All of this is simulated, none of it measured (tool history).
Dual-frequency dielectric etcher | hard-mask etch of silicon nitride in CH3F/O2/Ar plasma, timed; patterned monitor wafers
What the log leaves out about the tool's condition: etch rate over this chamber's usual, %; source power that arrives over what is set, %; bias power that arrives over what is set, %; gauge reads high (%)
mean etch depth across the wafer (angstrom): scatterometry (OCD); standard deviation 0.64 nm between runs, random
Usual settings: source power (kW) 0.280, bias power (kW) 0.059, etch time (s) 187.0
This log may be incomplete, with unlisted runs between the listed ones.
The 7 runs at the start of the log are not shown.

| run | hour | source power (kW) | bias power (kW) | etch time (s) | wafers since the last listed run | hours since the last wet clean | hours since the last source power generator calibration | hours since the last bias power generator calibration | hours since the last upper electrode change | hours since the gauge calibration | read-back reference wafer on the same gauge, depth_nm | mean etch depth across the wafer (angstrom) |
|---|---|---|---|---|---|---|---|---|---|---|---|---|
| 8 | 446.1 | 0.280 | 0.073 | 228.0 | 573 | 125.7 | 3918.9 | 69.6 | 945.6 | 185.6 | 137.9 | 1486 |
| 9 | 545.0 | 0.230 | 0.059 | 187.0 | 939 | 224.6 | 4017.8 | 168.5 | 1044.5 | 284.5 | 137.8 | 1074 |
| 10 | 593.4 | 0.280 | 0.059 | 169.5 | 459 | 273.0 | 4066.2 | 216.9 | 1092.9 | 332.9 | 138.1 | 1037 |
| 11 | 676.5 | 0.280 | 0.059 | 187.0 | 789 | 356.1 | 4149.3 | 300.0 | 1176.0 | 416.0 | 138.1 | 1148 |
| 12 | 765.0 | 0.280 | 0.050 | 187.0 | 841 | 444.6 | 4237.8 | 388.5 | 1264.5 | 504.5 | 138.1 | 1109 |
| 13 | 830.5 | 0.320 | 0.059 | 187.0 | 622 | 510.1 | 4303.3 | 454.0 | 1330.0 | 570.0 | 138.1 | 1212 |
| 14 | 869.3 | 0.280 | 0.059 | 218.0 | 368 | 548.9 | 4342.1 | 492.8 | 1368.8 | 608.8 | 138.1 | 1323 |
| 15 | 946.5 | 0.250 | 0.052 | 148.5 | 733 | 626.1 | 4419.3 | 570.0 | 1446.0 | 686.0 | 138.0 | 849 |
| 16 | 1053.7 | 0.310 | 0.059 | 146.0 | 1018 | 733.3 | 4526.5 | 677.2 | 1553.2 | 793.2 | 137.9 | 916 |
| 17 | 1128.6 | 0.280 | 0.055 | 146.0 | 711 | 808.2 | 4601.4 | 752.1 | 1628.1 | 868.1 | 137.7 | 868 |
|  | 1296.7 | wet clean of the chamber |
| 18 | 1421.3 | 0.280 | 0.059 | 162.5 | 2553 | 124.6 | 4894.1 | 1044.8 | 1920.8 | 1160.8 | 138.1 | 1007 |
| 19 | 1506.1 | 0.280 | 0.071 | 187.0 | 805 | 209.4 | 4978.9 | 1129.6 | 2005.6 | 1245.6 | 137.9 | 1202 |
| 20 | 1548.5 | 0.280 | 0.059 | 162.5 | 402 | 251.8 | 5021.3 | 1172.0 | 2048.0 | 1288.0 | 137.9 | 1008 |
|  | 1568.5 | source power generator calibrated |
| 21 | 1615.9 | 0.310 | 0.059 | 235.5 | 602 | 319.2 | 47.4 | 1239.4 | 2115.4 | 1355.4 | 138.1 | 1514 |
| 22 | 1664.5 | 0.280 | 0.059 | 187.0 | 461 | 367.8 | 96.0 | 1288.0 | 2164.0 | 1404.0 | 138.0 | 1155 |
| 23 | 1709.7 | 0.320 | 0.069 | 228.0 | 429 | 413.0 | 141.2 | 1333.2 | 2209.2 | 1449.2 | 137.9 | 1514 |
| 24 | 1815.3 | 0.280 | 0.047 | 187.0 | 1003 | 518.6 | 246.8 | 1438.8 | 2314.8 | 1554.8 | 138.0 | 1092 |
| 25 | 1891.7 | 0.280 | 0.051 | 140.0 | 726 | 595.0 | 323.2 | 1515.2 | 2391.2 | 1631.2 | 138.3 | 831 |
| 26 | 1988.3 | 0.320 | 0.068 | 139.5 | 918 | 691.6 | 419.8 | 1611.8 | 2487.8 | 1727.8 | 137.9 | 915 |
|  | 2074.7 | wet clean of the chamber |
| 27 | 2075.2 | 0.280 | 0.059 | 187.0 | 597 | 0.5 | 506.7 | 1698.7 | 2574.7 | 1814.7 | 138.1 | 1170 |
| 28 | 2128.8 | 0.280 | 0.068 | 187.0 | 509 | 54.1 | 560.3 | 1752.3 | 2628.3 | 1868.3 | 137.9 | 1194 |
| 29 | 2181.7 | 0.240 | 0.066 | 187.0 | 502 | 107.0 | 613.2 | 1805.2 | 2681.2 | 1921.2 | 138.2 | 1120 |
| 30 | 2454.4 | 0.320 | 0.051 | 201.0 | 2591 | 379.7 | 885.9 | 2077.9 | 2953.9 | 2193.9 | 138.1 | 1272 |

4 ways to go on from here, each from the tool as it stands after run 30. What would each give?
| A | 2454.9 | 0.280 | 0.059 | 187.0 | 4 | 380.2 | 886.4 | 2078.4 | 2954.4 | 2194.4 | ? | ? |
| B | 2454.9 | 0.300 | 0.051 | 158.5 | 4 | 380.2 | 886.4 | 2078.4 | 2954.4 | 2194.4 | ? | ? |
| C | 2454.9 | 0.340 | 0.051 | 214.0 | 4 | 380.2 | 886.4 | 2078.4 | 2954.4 | 2194.4 | ? | ? |
| D | 2454.9 | 0.280 | 0.072 | 216.0 | 4 | 380.2 | 886.4 | 2078.4 | 2954.4 | 2194.4 | ? | ? |

| run | read-back reference wafer on the same gauge, depth_nm | mean etch depth across the wafer (angstrom) |
|---|---|---|
| A | 137.9 | 1160 |
| B | 137.9 | 981 |
| C | 137.9 | 1391 |
| D | 137.9 | 1398 |
Without the tool's hidden state the same runs would have given:
| run | mean etch depth across the wafer (angstrom) |
|---|---|
| A | 1172 |
| B | 991 |
| C | 1405 |
| D | 1413 |
